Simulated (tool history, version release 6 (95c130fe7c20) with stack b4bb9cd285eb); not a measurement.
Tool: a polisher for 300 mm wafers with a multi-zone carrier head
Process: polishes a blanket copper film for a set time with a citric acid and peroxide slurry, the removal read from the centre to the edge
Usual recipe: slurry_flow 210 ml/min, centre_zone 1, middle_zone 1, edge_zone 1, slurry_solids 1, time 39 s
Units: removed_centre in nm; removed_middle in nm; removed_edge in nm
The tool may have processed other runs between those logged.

run,hour,slurry_flow,centre_zone,middle_zone,edge_zone,slurry_solids,time,"incoming thickness of the incoming film, nm",removed_centre,removed_middle,removed_edge
1,0,210,1,1,1.05,1.1,39,808.5,45.7,46.7,48.1
# hour 75: worn pad replaced by a new one
2,87.3,210,1,1,1,1,39,811.6,46.1,49.1,47.8
3,125.2,265,1,1,1.11,0.75,39,810.9,45,47,48.7
4,177.9,210,1.06,1,1,1,39,795.2,48.6,48.1,46.8
5,238.5,185,1.11,1.08,1,1,39,814.8,48.9,49,46.3
6,313.7,210,1,1,1.12,1.2,53,825.1,63.2,66,69.1
# hour 339.4: slurry nozzle cleaned
7,397.8,210,1,1,1,1,39,802.7,44.4,46.7,45.6
# hour 416.3: centre zone pressure recalibrated
8,476,265,1,1,1,1,28,808.4,33.2,34.3,33.4
9,518.6,265,1,1,1,1,28,812.3,33,34.3,33.4
# hour 598: worn pad replaced by a new one, of another model than before
# hour 616.8: carrier head's membrane replaced by a new one
10,623.1,210,0.91,1,1,1,39,812.7,41.7,49.1,47.4
# hour 682: edge zone pressure recalibrated
11,691.9,210,1.04,1,1,1,39,814.6,48.4,48.3,47.2
12,797.4,210,1,1,0.95,1.3,39,804.8,48.7,49.9,48
13,902.2,210,1,1,1.03,1,39,814.2,45.6,46.6,46.5

The next listed run, before its measurement:
14,1000.3,210,1,1,1,1,39,799.5,?,?,?

{"run 14": {"removed_centre": 44.7, "removed_middle": 45.8, "removed_edge": 45.6}}
Take away the tool's hidden state, keep the run-to-run variation as it was, and the same run would have given removed_centre 47.3 nm, removed_middle 48.5 nm, removed_edge 48.2 nm.
